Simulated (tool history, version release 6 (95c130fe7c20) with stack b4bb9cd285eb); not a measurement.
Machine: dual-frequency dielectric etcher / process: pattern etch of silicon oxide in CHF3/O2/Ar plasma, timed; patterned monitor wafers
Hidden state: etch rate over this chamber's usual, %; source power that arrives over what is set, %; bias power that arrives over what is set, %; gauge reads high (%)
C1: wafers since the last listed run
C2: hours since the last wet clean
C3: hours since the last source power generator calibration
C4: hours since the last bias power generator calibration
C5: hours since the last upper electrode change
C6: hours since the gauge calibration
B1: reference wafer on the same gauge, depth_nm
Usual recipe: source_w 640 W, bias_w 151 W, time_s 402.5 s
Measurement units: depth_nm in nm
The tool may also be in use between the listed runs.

{"run": 1, "day": 0.0, "source_w": 640, "bias_w": 151, "time_s": 402.5, "C1": 0, "C2": 212.5, "C3": 3995.4, "C4": 2238.5, "C5": 5237.5, "C6": 399.5, "B1": 819.5, "depth_nm": 718.3}
{"run": 2, "day": 0.683, "source_w": 640, "bias_w": 151, "time_s": 402.5, "C1": 56, "C2": 228.9, "C3": 4011.8, "C4": 2254.9, "C5": 5253.9, "C6": 415.9, "B1": 820.6, "depth_nm": 723.7}
{"run": 3, "day": 1.404, "source_w": 640, "bias_w": 151, "time_s": 402.5, "C1": 59, "C2": 246.2, "C3": 4029.1, "C4": 2272.2, "C5": 5271.2, "C6": 433.2, "B1": 821.4, "depth_nm": 726.4}
{"run": 4, "day": 1.817, "source_w": 640, "bias_w": 151, "time_s": 402.5, "C1": 33, "C2": 256.1, "C3": 4039, "C4": 2282.1, "C5": 5281.1, "C6": 443.1, "B1": 820.5, "depth_nm": 725.6}
{"run": 5, "day": 2.254, "source_w": 640, "bias_w": 151, "time_s": 402.5, "C1": 36, "C2": 266.6, "C3": 4049.5, "C4": 2292.6, "C5": 5291.6, "C6": 453.6, "B1": 819.2, "depth_nm": 727.7}
{"day": 2.567, "done": "source power generator calibrated"}
{"run": 6, "day": 2.808, "source_w": 640, "bias_w": 187, "time_s": 365.5, "C1": 31, "C2": 279.9, "C3": 5.8, "C4": 2305.9, "C5": 5304.9, "C6": 466.9, "B1": 819.7, "depth_nm": 707.4}
{"run": 7, "day": 3.146, "source_w": 640, "bias_w": 123, "time_s": 523, "C1": 27, "C2": 288, "C3": 13.9, "C4": 2314, "C5": 5313, "C6": 475, "B1": 817.5, "depth_nm": 879.4}
{"run": 8, "day": 3.4, "source_w": 640, "bias_w": 151, "time_s": 402.5, "C1": 20, "C2": 294.1, "C3": 20, "C4": 2320.1, "C5": 5319.1, "C6": 481.1, "B1": 818.4, "depth_nm": 722.1}
{"run": 9, "day": 3.817, "source_w": 640, "bias_w": 151, "time_s": 402.5, "C1": 34, "C2": 304.1, "C3": 30, "C4": 2330.1, "C5": 5329.1, "C6": 491.1, "B1": 819.6, "depth_nm": 726.3}
{"day": 4.488, "done": "bias power generator calibrated"}
{"run": 10, "day": 4.508, "source_w": 580, "bias_w": 116, "time_s": 523.5, "C1": 43, "C2": 320.7, "C3": 46.6, "C4": 0.5, "C5": 5345.7, "C6": 507.7, "B1": 819.9, "depth_nm": 843.9}
{"run": 11, "day": 5.096, "source_w": 640, "bias_w": 185, "time_s": 496, "C1": 48, "C2": 334.8, "C3": 60.7, "C4": 14.6, "C5": 5359.8, "C6": 521.8, "B1": 819.6, "depth_nm": 948.2}
{"run": 12, "day": 5.846, "source_w": 590, "bias_w": 151, "time_s": 289, "C1": 61, "C2": 352.8, "C3": 78.7, "C4": 32.6, "C5": 5377.8, "C6": 539.8, "B1": 821.2, "depth_nm": 509.1}
{"run": 13, "day": 6.475, "source_w": 640, "bias_w": 151, "time_s": 358, "C1": 51, "C2": 367.9, "C3": 93.8, "C4": 47.7, "C5": 5392.9, "C6": 554.9, "B1": 821.6, "depth_nm": 636.2}
{"day": 7.675, "done": "wet clean of the chamber"}
{"run": 14, "day": 7.696, "source_w": 520, "bias_w": 151, "time_s": 402.5, "C1": 18, "C2": 0.5, "C3": 123.1, "C4": 77, "C5": 5422.2, "C6": 584.2, "B1": 820.1, "depth_nm": 672}
{"run": 15, "day": 7.712, "source_w": 640, "bias_w": 151, "time_s": 402.5, "C1": 1, "C2": 0.9, "C3": 123.5, "C4": 77.4, "C5": 5422.6, "C6": 584.6, "B1": 819, "depth_nm": 723.5}
{"run": 16, "day": 7.729, "source_w": 640, "bias_w": 185, "time_s": 341, "C1": 1, "C2": 1.3, "C3": 123.9, "C4": 77.8, "C5": 5423, "C6": 585, "B1": 818.7, "depth_nm": 650}

Predict the results of run 17:
{"run": 17, "day": 8.446, "source_w": 590, "bias_w": 151, "time_s": 289, "C1": 59, "C2": 18.5, "C3": 141.1, "C4": 95, "C5": 5440.2, "C6": 602.2, "B1": "?", "depth_nm": "?"}

B1: 819.4
depth_nm: 509.7 nm
Without the tool's hidden state the same run would have given depth_nm 509.7 nm.
